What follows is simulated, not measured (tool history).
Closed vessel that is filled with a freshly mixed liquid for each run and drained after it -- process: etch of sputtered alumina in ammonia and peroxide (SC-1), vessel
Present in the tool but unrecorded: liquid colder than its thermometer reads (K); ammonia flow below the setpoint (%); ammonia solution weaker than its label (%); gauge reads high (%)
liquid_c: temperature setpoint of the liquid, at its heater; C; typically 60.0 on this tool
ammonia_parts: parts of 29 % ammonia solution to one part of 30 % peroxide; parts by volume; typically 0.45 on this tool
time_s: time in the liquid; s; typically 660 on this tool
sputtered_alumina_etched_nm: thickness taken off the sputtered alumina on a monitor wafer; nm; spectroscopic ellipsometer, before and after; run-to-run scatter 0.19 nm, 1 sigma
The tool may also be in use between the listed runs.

run	hour	liquid_c	ammonia_parts	time_s	wafers since the last listed run	hours since the thermometer was replaced	hours since the ammonia flow meter was replaced	hours since the drum of ammonia solution was connected	hours since the gauge calibration	read-back film thickness of the sputtered alumina reference wafer, read on the same gauge (nm)	sputtered_alumina_etched_nm
1	0.0	60.0	0.45	660	0	2381.8	481.8	478.8	274.2	110.02	44.11
2	31.9	60.0	0.45	660	2677	2413.7	513.7	510.7	306.1	110.00	43.94
3	60.5	60.0	0.45	660	2400	2442.3	542.3	539.3	334.7	110.00	43.77
4	93.6	60.0	0.45	660	2778	2475.4	575.4	572.4	367.8	109.98	43.95
5	125.5	60.0	0.45	660	2677	2507.3	607.3	604.3	399.7	110.02	43.65
6	144.7	60.0	0.45	660	1611	2526.5	626.5	623.5	418.9	109.98	43.72
7	166.1	60.0	0.35	660	1796	2547.9	647.9	644.9	440.3	109.99	42.51
8	201.6	60.0	0.35	660	2979	2583.4	683.4	680.4	475.8	109.99	42.70
9	237.5	60.0	0.35	660	3013	2619.3	719.3	716.3	511.7	110.00	42.41
# hour 254.7: ammonia flow meter replaced
10	260.3	60.0	0.45	660	1829	2642.1	5.6	739.1	534.5	110.00	43.52
# hour 261.0: gauge calibrated
# hour 274.9: new drum of ammonia solution connected
11	294.6	67.5	0.45	870	2794	2676.4	39.9	19.7	33.6	110.02	83.80
# hour 299.9: thermometer replaced
12	308.3	54.0	0.55	515	1065	8.4	53.6	33.4	47.3	110.01	28.18
13	322.0	60.0	0.45	400	1149	22.1	67.3	47.1	61.0	110.00	29.54
14	340.9	60.0	0.45	660	1586	41.0	86.2	66.0	79.9	110.04	48.52
15	369.9	60.0	0.45	660	2434	70.0	115.2	95.0	108.9	109.99	48.13
16	383.1	50.0	0.55	795	1107	83.2	128.4	108.2	122.1	110.03	35.05
17	395.7	69.0	0.45	280	1057	95.8	141.0	120.8	134.7	110.04	32.12
18	424.2	54.5	0.55	660	2392	124.3	169.5	149.3	163.2	110.02	36.73
19	455.4	60.0	0.45	660	2618	155.5	200.7	180.5	194.4	109.96	47.97
20	490.6	60.0	0.45	660	2954	190.7	235.9	215.7	229.6	110.00	48.00
21	507.7	60.0	0.45	920	1435	207.8	253.0	232.8	246.7	110.04	67.12
22	530.1	60.0	0.55	660	1880	230.2	275.4	255.2	269.1	109.98	49.21
23	552.0	60.0	0.45	855	1838	252.1	297.3	277.1	291.0	110.02	62.16
24	606.0	60.0	0.50	800	4532	306.1	351.3	331.1	345.0	110.03	58.37
25	621.9	60.0	0.45	660	1334	322.0	367.2	347.0	360.9	110.04	47.56
26	653.7	67.5	0.45	660	2669	353.8	399.0	378.8	392.7	110.03	69.31
27	672.4	60.0	0.45	660	1569	372.5	417.7	397.5	411.4	110.02	47.69
28	689.4	64.5	0.45	355	1426	389.5	434.7	414.5	428.4	110.01	32.39

What if the next run were any one of these 4? Each begins from the tool's condition after run 28:
A	690.2	60.0	0.45	660	67	390.3	435.5	415.3	429.2	?	?
B	690.2	67.0	0.35	660	67	390.3	435.5	415.3	429.2	?	?
C	690.2	60.0	0.50	660	67	390.3	435.5	415.3	429.2	?	?
D	690.2	64.0	0.30	975	67	390.3	435.5	415.3	429.2	?	?

run	read-back film thickness of the sputtered alumina reference wafer, read on the same gauge (nm)	sputtered_alumina_etched_nm
A	110.02	47.96
B	110.02	66.60
C	110.02	48.44
D	110.02	83.55
With no hidden state in the tool, these same runs would have given:
run	sputtered_alumina_etched_nm
A	49.03
B	68.02
C	49.52
D	85.37

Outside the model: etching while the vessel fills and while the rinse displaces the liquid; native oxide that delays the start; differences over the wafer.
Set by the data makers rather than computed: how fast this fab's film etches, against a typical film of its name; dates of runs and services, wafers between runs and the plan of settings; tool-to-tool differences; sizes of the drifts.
